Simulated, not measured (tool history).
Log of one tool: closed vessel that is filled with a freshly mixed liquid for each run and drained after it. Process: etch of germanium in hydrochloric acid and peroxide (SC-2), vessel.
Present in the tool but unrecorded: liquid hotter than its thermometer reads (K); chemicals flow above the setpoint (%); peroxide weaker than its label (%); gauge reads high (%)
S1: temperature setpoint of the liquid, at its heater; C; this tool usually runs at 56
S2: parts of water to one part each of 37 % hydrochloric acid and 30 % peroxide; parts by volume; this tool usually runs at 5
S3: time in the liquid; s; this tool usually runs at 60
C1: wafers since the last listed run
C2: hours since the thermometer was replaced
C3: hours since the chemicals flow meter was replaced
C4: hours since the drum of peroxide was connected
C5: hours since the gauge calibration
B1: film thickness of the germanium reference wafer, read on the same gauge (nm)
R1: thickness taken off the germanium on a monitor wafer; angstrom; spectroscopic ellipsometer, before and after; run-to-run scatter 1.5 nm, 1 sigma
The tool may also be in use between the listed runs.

| run | hour | S1 | S2 | S3 | C1 | C2 | C3 | C4 | C5 | B1 | R1 |
|---|---|---|---|---|---|---|---|---|---|---|---|
| 1 | 0 | 56 | 5 | 60 | 0 | 1207.3 | 272.5 | 506.1 | 313.2 | 30 | 2449.7 |
| 2 | 23.8 | 56 | 5 | 60 | 2354 | 1231.1 | 296.3 | 529.9 | 337 | 29.99 | 2444.2 |
| 3 | 57.3 | 56 | 5 | 60 | 3314 | 1264.6 | 329.8 | 563.4 | 370.5 | 29.97 | 2450.8 |
| 4 | 81.8 | 56 | 5 | 60 | 2423 | 1289.1 | 354.3 | 587.9 | 395 | 30.01 | 2454.5 |
| 5 | 114.6 | 52.5 | 5 | 75 | 3244 | 1321.9 | 387.1 | 620.7 | 427.8 | 29.98 | 2754 |
| 6 | 146.4 | 52.5 | 5 | 75 | 3145 | 1353.7 | 418.9 | 652.5 | 459.6 | 30.01 | 2725.4 |
| 7 | 177.7 | 52.5 | 5 | 75 | 3096 | 1385 | 450.2 | 683.8 | 490.9 | 29.94 | 2780.2 |
| 8 | 192.5 | 56 | 5 | 60 | 1464 | 1399.8 | 465 | 698.6 | 505.7 | 30.07 | 2463.4 |
| 9 | 205.3 | 56 | 5 | 60 | 1266 | 1412.6 | 477.8 | 711.4 | 518.5 | 30.05 | 2486.8 |
| 10 | 226.9 | 56 | 5 | 60 | 2136 | 1434.2 | 499.4 | 733 | 540.1 | 30.04 | 2463.9 |
|  | 241.1 | gauge calibrated |
| 11 | 260.4 | 56 | 5 | 85 | 3314 | 1467.7 | 532.9 | 766.5 | 19.3 | 30.04 | 3481.2 |
| 12 | 282.5 | 56 | 5 | 85 | 2186 | 1489.8 | 555 | 788.6 | 41.4 | 29.98 | 3556 |
| 13 | 311 | 56 | 5 | 60 | 2819 | 1518.3 | 583.5 | 817.1 | 69.9 | 30.01 | 2470.8 |
| 14 | 328.7 | 65.5 | 6 | 35 | 1751 | 1536 | 601.2 | 834.8 | 87.6 | 30.04 | 1897.3 |
| 15 | 344 | 51.5 | 5 | 60 | 1513 | 1551.3 | 616.5 | 850.1 | 102.9 | 30.04 | 2164.9 |
|  | 352.3 | new drum of peroxide connected |
| 16 | 369.9 | 56 | 5 | 60 | 2463 | 1577.2 | 642.4 | 17.6 | 128.8 | 30.03 | 2507.3 |
| 17 | 383.9 | 56 | 6 | 70 | 1384 | 1591.2 | 656.4 | 31.6 | 142.8 | 29.98 | 2881.2 |
|  | 403.7 | chemicals flow meter replaced |
| 18 | 409.2 | 63.5 | 6.5 | 85 | 2403 | 1616.5 | 5.5 | 56.9 | 168.1 | 30 | 4397.7 |
| 19 | 436.8 | 56 | 4 | 30 | 2730 | 1644.1 | 33.1 | 84.5 | 195.7 | 29.99 | 1262.8 |
|  | 439.4 | thermometer replaced |
| 20 | 454.7 | 48 | 5 | 60 | 1671 | 15.3 | 51 | 102.4 | 213.6 | 30.04 | 1792.5 |
| 21 | 468.7 | 56 | 5 | 40 | 1384 | 29.3 | 65 | 116.4 | 227.6 | 30.02 | 1553.1 |
| 22 | 481.4 | 56 | 5 | 60 | 1256 | 42 | 77.7 | 129.1 | 240.3 | 30.07 | 2315.2 |
| 23 | 503.8 | 62.5 | 5 | 60 | 2215 | 64.4 | 100.1 | 151.5 | 262.7 | 29.96 | 2814.2 |
| 24 | 533.7 | 56 | 5 | 60 | 2957 | 94.3 | 130 | 181.4 | 292.6 | 30 | 2289.5 |
| 25 | 553.2 | 48.5 | 4 | 80 | 1929 | 113.8 | 149.5 | 200.9 | 312.1 | 30.04 | 2442.8 |
| 26 | 566.9 | 56 | 5 | 75 | 1355 | 127.5 | 163.2 | 214.6 | 325.8 | 29.97 | 2850.7 |
| 27 | 581.6 | 56 | 5 | 60 | 1454 | 142.2 | 177.9 | 229.3 | 340.5 | 29.96 | 2280.8 |
| 28 | 603.1 | 56 | 7.5 | 60 | 2126 | 163.7 | 199.4 | 250.8 | 362 | 30.01 | 2262.7 |
| 29 | 631.9 | 63 | 5 | 80 | 2849 | 192.5 | 228.2 | 279.6 | 390.8 | 29.98 | 3796.9 |
| 30 | 645.3 | 56 | 5 | 60 | 1325 | 205.9 | 241.6 | 293 | 404.2 | 30 | 2291.9 |

How would selected steps in R1 from run to run divide? Give the signed amount a tool lacking its hidden state would still show from settings, what came in and random variation, and the signed amount left for the hidden state, including any gauge scatter that is not in both of the compared results.
Run 17 -> 18: S1 56 -> 63.5, S2 6 -> 6.5, S3 70 -> 85, chemicals flow meter replaced. R1 +1516.5 angstrom: hidden state +107.7, all else +1408.8.
Run 18 -> 19: S1 63.5 -> 56, S2 6.5 -> 4, S3 85 -> 30. R1 -3134.9 angstrom: hidden state -233.6, all else -2901.3.
Run 19 -> 20: S1 56 -> 48, S2 4 -> 5, S3 30 -> 60, thermometer replaced. R1 +529.7 angstrom: hidden state -101.5, all else +631.2.
Run 28 -> 29: S1 56 -> 63, S2 7.5 -> 5, S3 60 -> 80. R1 +1534.2 angstrom: hidden state +15.6, all else +1518.6.
